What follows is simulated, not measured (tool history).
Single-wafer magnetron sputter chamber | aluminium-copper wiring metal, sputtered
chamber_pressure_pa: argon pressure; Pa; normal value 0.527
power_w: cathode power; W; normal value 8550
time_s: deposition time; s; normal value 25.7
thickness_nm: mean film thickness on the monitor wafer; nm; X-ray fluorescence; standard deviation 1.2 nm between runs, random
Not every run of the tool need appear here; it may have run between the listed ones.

run,hour,chamber_pressure_pa,power_w,time_s,"read-back reference wafer on the same gauge, thickness_nm",thickness_nm
1,0,0.527,8550,22.6,440.666,333.454
2,9.3,0.527,8550,22.6,440.861,333.897
3,26.5,0.527,7200,25.7,440.729,319.371
4,38,0.527,8550,25.7,440.966,380.332
5,54.6,0.527,8550,25.7,441.439,381.348
6,94.8,0.527,8550,25.7,440.235,376.887
7,103.6,0.527,8550,25.7,441.155,379.516
# hour 113.8: capacitance manometer re-zeroed and calibrated
8,116.1,0.447,9000,25.7,440.918,410.07
# hour 119.9: gauge calibrated
# hour 132.3: sputter target and shields replaced
9,132.8,0.527,8550,25.7,441.016,369.236
10,144.5,0.527,8550,25.7,441.164,368.931
11,174.1,0.527,8550,25.7,440.917,368.902
# hour 196.9: capacitance manometer re-zeroed and calibrated, repeated, since the last time left the tool worse
12,197.4,0.527,8550,25.7,440.333,387.498
13,204.1,0.527,7350,25.7,440.989,333.598
14,220.9,0.527,8550,25.7,441.677,386.673
15,236.9,0.35,8550,23.9,441.084,398.828
16,282.1,0.527,8550,21.6,441.125,325.508
# hour 298.1: magnet pack replaced
17,298.6,0.527,8550,25.7,440.958,389.646
18,306.5,0.527,8550,21.7,440.826,327.339
19,321.3,0.676,8550,27.3,441.367,378.166
20,332.3,0.402,10050,24.2,440.589,458.709
21,345,0.527,8550,25.7,441.911,387.172
# hour 356.3: sputter target and shields replaced
22,362.4,0.411,10550,29.2,441.292,575.525
23,377.9,0.398,7300,23.7,440.756,327.316
24,390.3,0.527,8550,25.7,440.947,386.129
25,404.2,0.527,9550,25.7,440.316,434.74
26,417.1,0.527,8550,25.7,441.102,386.193
27,427.7,0.394,8550,29.2,440.635,470.806
28,442.5,0.527,7350,25.7,440.622,332.931
29,448.8,0.382,10400,22.7,441.229,447.13
30,460.1,0.527,7700,28,441.528,379.861
31,476.8,0.527,9950,23.6,440.898,413.466
32,483.4,0.709,7700,28.3,441.48,348.796
33,495.8,0.527,7950,25.7,440.772,357.08
# hour 498.3: gauge calibrated
34,502.4,0.527,8550,25.7,441.106,384.373
35,511.3,0.527,9400,25.7,441.389,423.178

Measured result minus the same run's result without the hidden state. Both carry the same run-to-run variation, though not necessarily the same gauge scatter:
What the log doesn't record here: deposition rate above that of a new target (%); true argon pressure above the setpoint (%); gauge reads high (%).
run,thickness_nm
1,-8.674
2,-8.773
3,-8.545
4,-10.298
5,-10.503
6,-10.804
7,-10.973
8,-18.388
9,-19.495
10,-19.601
11,-19.909
12,-1.503
13,-1.356
14,-1.75
15,-1.348
16,-2.024
17,-2.6
18,-2.256
19,-3.452
20,-2.708
21,-3.08
22,-3.85
23,-2.231
24,-3.556
25,-4.171
26,-3.843
27,-3.674
28,-3.547
29,-3.58
30,-4.232
31,-4.798
32,-5.36
33,-4.332
34,-4.733
35,-5.316
